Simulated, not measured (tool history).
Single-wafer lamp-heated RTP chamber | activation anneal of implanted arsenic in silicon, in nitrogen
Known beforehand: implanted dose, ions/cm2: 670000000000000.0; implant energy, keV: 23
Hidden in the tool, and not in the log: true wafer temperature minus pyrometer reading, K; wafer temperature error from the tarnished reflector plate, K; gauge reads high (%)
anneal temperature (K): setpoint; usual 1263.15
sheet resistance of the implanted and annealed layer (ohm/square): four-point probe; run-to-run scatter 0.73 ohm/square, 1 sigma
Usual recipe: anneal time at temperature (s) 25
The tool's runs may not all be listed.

| run | day | anneal temperature (K) | anneal time at temperature (s) | wafers since the last listed run | wafers since the last pyrometer calibration | wafers since the reflector plate was cleaned | hours since the gauge calibration | read-back reference wafer on the same gauge, sheet resistance | sheet resistance of the implanted and annealed layer (ohm/square) |
|---|---|---|---|---|---|---|---|---|---|
| 1 | 0.000 | 1263.15 | 25 | 0 | 6521 | 7758 | 4046.7 | 191.52 | 170.70 |
| 2 | 1.571 | 1284.15 | 25 | 539 | 7061 | 8298 | 4084.4 | 190.84 | 168.53 |
| 3 | 3.996 | 1284.15 | 25 | 833 | 7894 | 9131 | 4142.6 | 190.54 | 168.16 |
| 4 | 7.158 | 1284.15 | 25 | 1086 | 8980 | 10217 | 4218.5 | 191.15 | 167.00 |
|  | 10.383 | pyrometer window cleaned and pyrometer calibrated |
| 5 | 10.638 | 1263.15 | 25 | 1080 | 87 | 11298 | 4302.0 | 190.50 | 171.92 |
|  | 12.150 | reflector plate cleaned |
| 6 | 13.929 | 1263.15 | 25 | 1016 | 1103 | 611 | 4381.0 | 190.65 | 170.57 |
| 7 | 18.112 | 1263.15 | 25 | 1437 | 2541 | 2048 | 4481.4 | 191.21 | 171.37 |
| 8 | 20.604 | 1263.15 | 25 | 855 | 3396 | 2904 | 4541.2 | 190.91 | 170.58 |
| 9 | 24.525 | 1244.15 | 25 | 1346 | 4743 | 4251 | 4635.3 | 191.00 | 174.55 |
|  | 33.350 | gauge calibrated |
| 10 | 35.396 | 1244.15 | 25 | 3734 | 8478 | 7985 | 49.1 | 190.84 | 174.21 |
| 11 | 38.746 | 1263.15 | 33 | 1150 | 9629 | 9136 | 129.5 | 190.88 | 169.14 |
| 12 | 42.158 | 1255.15 | 29 | 1172 | 10801 | 10308 | 211.4 | 191.30 | 171.92 |
|  | 44.025 | pyrometer window cleaned and pyrometer calibrated |
|  | 44.175 | reflector plate cleaned |
| 13 | 45.788 | 1234.15 | 32 | 1080 | 553 | 553 | 298.5 | 190.41 | 174.80 |
| 14 | 47.688 | 1263.15 | 25 | 652 | 1206 | 1206 | 344.1 | 190.75 | 171.63 |
| 15 | 50.767 | 1284.15 | 25 | 1057 | 2263 | 2263 | 418.0 | 191.42 | 167.86 |
| 16 | 53.083 | 1263.15 | 32 | 795 | 3059 | 3059 | 473.6 | 190.99 | 170.50 |
| 17 | 57.071 | 1255.15 | 29 | 1369 | 4429 | 4429 | 569.3 | 190.94 | 171.93 |
| 18 | 59.492 | 1245.15 | 38 | 831 | 5261 | 5261 | 627.4 | 191.15 | 171.99 |
| 19 | 62.738 | 1263.15 | 35 | 1115 | 6376 | 6376 | 705.3 | 190.94 | 169.32 |
| 20 | 67.175 | 1284.15 | 18 | 1524 | 7900 | 7900 | 811.8 | 190.50 | 169.07 |
|  | 74.000 | reflector plate cleaned |
| 21 | 75.421 | 1293.15 | 31 | 2718 | 10618 | 488 | 1009.7 | 191.35 | 163.95 |
| 22 | 77.450 | 1234.15 | 19 | 697 | 11315 | 1185 | 1058.4 | 190.95 | 178.38 |
|  | 79.521 | pyrometer window cleaned and pyrometer calibrated |
| 23 | 81.100 | 1274.15 | 14 | 1139 | 542 | 2324 | 1146.0 | 191.18 | 173.05 |
| 24 | 82.854 | 1263.15 | 25 | 602 | 1144 | 2927 | 1188.1 | 190.78 | 171.44 |
| 25 | 85.008 | 1286.15 | 25 | 740 | 1884 | 3667 | 1239.8 | 191.19 | 166.83 |
| 26 | 86.838 | 1240.15 | 36 | 628 | 2513 | 4295 | 1283.7 | 190.68 | 171.51 |
| 27 | 88.925 | 1239.15 | 37 | 717 | 3230 | 5012 | 1333.8 | 190.89 | 173.90 |
| 28 | 93.121 | 1290.15 | 38 | 1441 | 4671 | 6454 | 1434.5 | 191.06 | 163.79 |
| 29 | 95.638 | 1278.15 | 12 | 864 | 5536 | 7318 | 1494.9 | 191.14 | 173.44 |
| 30 | 97.138 | 1263.15 | 25 | 515 | 6051 | 7833 | 1530.9 | 191.32 | 169.54 |
| 31 | 99.517 | 1275.15 | 13 | 817 | 6868 | 8651 | 1588.0 | 190.70 | 173.97 |
| 32 | 101.267 | 1263.15 | 30 | 601 | 7470 | 9252 | 1630.0 | 190.76 | 171.37 |
| 33 | 105.142 | 1263.15 | 25 | 1331 | 8801 | 10583 | 1723.0 | 191.01 | 171.97 |
| 34 | 107.000 | 1291.15 | 19 | 638 | 9439 | 11221 | 1767.6 | 191.19 | 168.52 |
|  | 111.350 | pyrometer window cleaned and pyrometer calibrated |
| 35 | 111.383 | 1277.15 | 18 | 1391 | 10 | 12613 | 1872.8 | 190.93 | 172.46 |
|  | 112.075 | reflector plate cleaned |
| 36 | 115.042 | 1282.15 | 12 | 1142 | 1153 | 1019 | 1960.6 | 190.85 | 172.67 |

Give the tool's hidden conditions for every run:
true wafer temperature minus pyrometer reading, K: 0 on each run
wafer temperature error from the tarnished reflector plate, K: 0 on each run
gauge reads high (%): 0 on each run

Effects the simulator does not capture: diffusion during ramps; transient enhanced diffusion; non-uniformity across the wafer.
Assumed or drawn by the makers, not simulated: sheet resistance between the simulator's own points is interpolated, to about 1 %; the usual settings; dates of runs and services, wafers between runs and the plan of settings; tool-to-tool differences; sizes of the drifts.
